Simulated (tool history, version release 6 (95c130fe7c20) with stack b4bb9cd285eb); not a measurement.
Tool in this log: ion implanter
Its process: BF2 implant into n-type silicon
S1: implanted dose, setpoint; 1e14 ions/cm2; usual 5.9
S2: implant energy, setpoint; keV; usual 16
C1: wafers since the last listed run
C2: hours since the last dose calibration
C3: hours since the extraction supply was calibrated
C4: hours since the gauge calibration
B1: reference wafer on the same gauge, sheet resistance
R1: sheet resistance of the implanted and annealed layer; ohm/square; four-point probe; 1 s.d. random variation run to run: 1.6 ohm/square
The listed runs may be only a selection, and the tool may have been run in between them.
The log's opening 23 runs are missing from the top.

run     day    S1    S2    C1     C2     C3     C4      B1      R1
 24  64.383  6.54    14  1659  164.7  143.8  262.3  333.15  284.84
 25    66.6  7.49  20.5  1839  217.9    197  315.5  332.89  231.41
 26  68.333  4.42    12  1438  259.5  238.6  357.1  333.06  354.77
 27  71.071   6.8  17.5  2271  325.2  304.3  422.8  333.24  260.35
 28  72.671   5.9    16  1327  363.6  342.7  461.2  332.96   281.3
 29  75.412   5.9    16  2274  429.4  408.5    527  332.97  279.52
 30  76.504  4.92    18   905  455.6  434.7  553.2  332.86  292.61
 31  79.004   5.9    18  2074  515.6  494.7  613.2  332.97  265.39
 32  81.042  5.07  12.5  1690  564.5  543.6  662.1  332.61  330.87
 33  83.183   5.9    16  1777  615.9    595  713.5  332.87  283.34
 34   85.65   5.9    16  2046  675.1  654.2  772.7  333.46  280.72
 35  88.204  7.63  17.5  2119  736.4  715.5    834  333.29  247.67
 36    89.6  6.66    16  1158  769.9    749  867.5  332.93  267.93
 37  91.504  5.27    21  1579  815.6  794.7  913.2  333.18  265.64

What if the next run were any one of these 4? Each begins from the tool's condition after run 37:
  A  91.521   5.9    16  13  816  795.1  913.6   ?   ?
  B  91.521   4.3  20.5  13  816  795.1  913.6   ?   ?
  C  91.521  4.94    14  13  816  795.1  913.6   ?   ?
  D  91.521  7.12    16  13  816  795.1  913.6   ?   ?

run      B1      R1
  A  332.98  278.34
  B  332.98  302.06
  C  332.98  315.64
  D  332.98  261.49
The same runs, with their run-to-run variation unchanged, on a tool lacking any hidden condition would have given:
run      R1
  A  278.34
  B  302.06
  C  315.64
  D  261.49

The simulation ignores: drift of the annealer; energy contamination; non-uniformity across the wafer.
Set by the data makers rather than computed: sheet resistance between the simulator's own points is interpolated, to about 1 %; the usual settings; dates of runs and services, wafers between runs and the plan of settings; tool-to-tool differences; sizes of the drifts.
